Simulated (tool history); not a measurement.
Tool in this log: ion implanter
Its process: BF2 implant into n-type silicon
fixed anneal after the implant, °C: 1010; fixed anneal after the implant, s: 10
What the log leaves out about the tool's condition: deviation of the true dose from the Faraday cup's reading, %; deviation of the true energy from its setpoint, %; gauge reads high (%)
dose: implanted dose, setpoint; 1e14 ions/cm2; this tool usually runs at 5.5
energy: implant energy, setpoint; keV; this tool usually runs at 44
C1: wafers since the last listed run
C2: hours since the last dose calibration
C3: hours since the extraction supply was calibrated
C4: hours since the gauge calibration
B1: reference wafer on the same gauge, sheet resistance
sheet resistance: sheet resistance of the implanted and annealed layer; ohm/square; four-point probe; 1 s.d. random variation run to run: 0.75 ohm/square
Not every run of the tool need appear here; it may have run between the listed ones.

run 1 hour=0 | dose=5.5 energy=44 | C1=0 C2=1067.9 C3=4369.7 C4=307.3 | B1=203.03 | sheet_resistance=203.31
run 2 hour=34.3 | dose=5.5 energy=44 | C1=381 C2=1102.2 C3=4404 C4=341.6 | B1=203 | sheet_resistance=203.48
-- hour=38.8 gauge calibrated
run 3 hour=53.2 | dose=5.5 energy=44 | C1=210 C2=1121.1 C3=4422.9 C4=14.4 | B1=203.18 | sheet_resistance=203.44
run 4 hour=83.7 | dose=6.15 energy=44 | C1=339 C2=1151.6 C3=4453.4 C4=44.9 | B1=203.1 | sheet_resistance=185.56
run 5 hour=103.8 | dose=5.5 energy=44 | C1=223 C2=1171.7 C3=4473.5 C4=65 | B1=203.19 | sheet_resistance=203.21
run 6 hour=137.3 | dose=5.5 energy=44 | C1=372 C2=1205.2 C3=4507 C4=98.5 | B1=202.74 | sheet_resistance=203.6
run 7 hour=169.1 | dose=5.5 energy=44 | C1=353 C2=1237 C3=4538.8 C4=130.3 | B1=203.18 | sheet_resistance=203.19
-- hour=191.9 extraction supply calibrated
run 8 hour=208.2 | dose=5.5 energy=44 | C1=345 C2=1276.1 C3=16.3 C4=169.4 | B1=203.35 | sheet_resistance=202.42
run 9 hour=226.9 | dose=5.5 energy=44 | C1=208 C2=1294.8 C3=35 C4=188.1 | B1=202.87 | sheet_resistance=202.07
-- hour=252.4 Faraday cup replaced and dose calibrated
run 10 hour=258.5 | dose=5.5 energy=32.5 | C1=262 C2=6.1 C3=66.6 C4=219.7 | B1=203.16 | sheet_resistance=221.12

Forecast run 11:
run 11 hour=271.7 | dose=5.5 energy=44 | C1=146 C2=19.3 C3=79.8 C4=232.9 | B1=? | sheet_resistance=?

Run 11 measured B1 203.19, sheet resistance 210.59 ohm/square.
With the hidden condition absent and the run-to-run variation left alone, this run would have shown sheet resistance 211.45 ohm/square.
